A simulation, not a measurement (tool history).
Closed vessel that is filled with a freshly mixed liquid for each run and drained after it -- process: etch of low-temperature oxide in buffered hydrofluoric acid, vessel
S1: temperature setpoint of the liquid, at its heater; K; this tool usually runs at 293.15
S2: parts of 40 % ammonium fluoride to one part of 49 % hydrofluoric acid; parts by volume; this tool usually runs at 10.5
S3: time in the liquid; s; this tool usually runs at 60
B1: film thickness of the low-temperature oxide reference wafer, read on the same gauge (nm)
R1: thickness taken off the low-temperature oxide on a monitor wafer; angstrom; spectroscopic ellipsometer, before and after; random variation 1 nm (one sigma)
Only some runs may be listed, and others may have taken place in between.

run 1 hour=0 | S1=291.15 S2=10.5 S3=60 | B1=129.99 | R1=1352.6
run 2 hour=15 | S1=291.15 S2=10.5 S3=60 | B1=129.98 | R1=1352.7
run 3 hour=33.5 | S1=293.15 S2=10.5 S3=60 | B1=129.97 | R1=1517
run 4 hour=68.4 | S1=293.15 S2=10.5 S3=60 | B1=130 | R1=1515.8
run 5 hour=83.9 | S1=293.15 S2=10.5 S3=60 | B1=129.97 | R1=1498.3
run 6 hour=116 | S1=293.15 S2=8 S3=40 | B1=130.01 | R1=1282.7
run 7 hour=143 | S1=293.15 S2=8 S3=40 | B1=129.97 | R1=1277.6
run 8 hour=163.9 | S1=293.15 S2=10.5 S3=60 | B1=130.04 | R1=1484.6
run 9 hour=176.9 | S1=293.15 S2=10.5 S3=60 | B1=130.01 | R1=1500.7
run 10 hour=211.9 | S1=293.15 S2=13.5 S3=60 | B1=130.04 | R1=1169.7
run 11 hour=244.4 | S1=293.15 S2=13.5 S3=60 | B1=130.03 | R1=1160.6
run 12 hour=277.9 | S1=293.15 S2=13.5 S3=60 | B1=130 | R1=1159.9
run 13 hour=294.1 | S1=293.15 S2=13 S3=60 | B1=129.99 | R1=1211.6
run 14 hour=312.2 | S1=293.15 S2=13 S3=60 | B1=129.97 | R1=1201.1
run 15 hour=340.8 | S1=293.15 S2=10.5 S3=90 | B1=129.96 | R1=2244
-- hour=373.3 thermometer replaced
run 16 hour=373.8 | S1=293.15 S2=10.5 S3=45 | B1=129.95 | R1=1194.9
run 17 hour=395.9 | S1=293.15 S2=14 S3=60 | B1=130.03 | R1=1204.3
run 18 hour=415.1 | S1=293.15 S2=10.5 S3=60 | B1=129.98 | R1=1602.6
-- hour=416 gauge calibrated
run 19 hour=450.9 | S1=293.15 S2=10.5 S3=60 | B1=129.99 | R1=1584.9
run 20 hour=472.6 | S1=296.15 S2=10.5 S3=45 | B1=130.02 | R1=1390.8
run 21 hour=508.2 | S1=293.15 S2=13.5 S3=35 | B1=129.97 | R1=715.9
run 22 hour=526.2 | S1=297.15 S2=10.5 S3=60 | B1=130.03 | R1=1946.4
run 23 hour=549.7 | S1=295.15 S2=6.5 S3=35 | B1=129.97 | R1=1602.8
-- hour=570.7 hydrofluoric acid flow meter replaced
run 24 hour=583.3 | S1=290.15 S2=12 S3=75 | B1=129.98 | R1=1458.9
run 25 hour=616.6 | S1=293.15 S2=7 S3=35 | B1=129.94 | R1=1364.5
run 26 hour=651 | S1=295.15 S2=11.5 S3=60 | B1=129.99 | R1=1599.9
run 27 hour=669.1 | S1=293.15 S2=10.5 S3=85 | B1=129.99 | R1=2214.5
run 28 hour=698.7 | S1=293.15 S2=10.5 S3=60 | B1=129.99 | R1=1557.9
run 29 hour=719.3 | S1=293.15 S2=10.5 S3=60 | B1=130 | R1=1565.9
run 30 hour=731.8 | S1=293.15 S2=10.5 S3=60 | B1=130.02 | R1=1577.6
run 31 hour=755.7 | S1=293.15 S2=10.5 S3=60 | B1=129.93 | R1=1568.5
run 32 hour=773.6 | S1=293.15 S2=10.5 S3=60 | B1=129.99 | R1=1554

The tool's hidden state at each run:
hydrofluoric acid flow above the setpoint (%): 0 at every run
gauge reads high (%): 0 at every run
H1: liquid colder than its thermometer reads (K)
run=1 H1=0.954
run=2 H1=0.965
run=3 H1=0.977
run=4 H1=1
run=5 H1=1.01
run=6 H1=1.03
run=7 H1=1.05
run=8 H1=1.07
run=9 H1=1.08
run=10 H1=1.1
run=11 H1=1.12
run=12 H1=1.15
run=13 H1=1.16
run=14 H1=1.17
run=15 H1=1.19
run=16 H1=0.0995
run=17 H1=0.115
run=18 H1=0.128
run=19 H1=0.153
run=20 H1=0.168
run=21 H1=0.192
run=22 H1=0.205
run=23 H1=0.221
run=24 H1=0.244
run=25 H1=0.267
run=26 H1=0.291
run=27 H1=0.303
run=28 H1=0.323
run=29 H1=0.338
run=30 H1=0.346
run=31 H1=0.363
run=32 H1=0.375
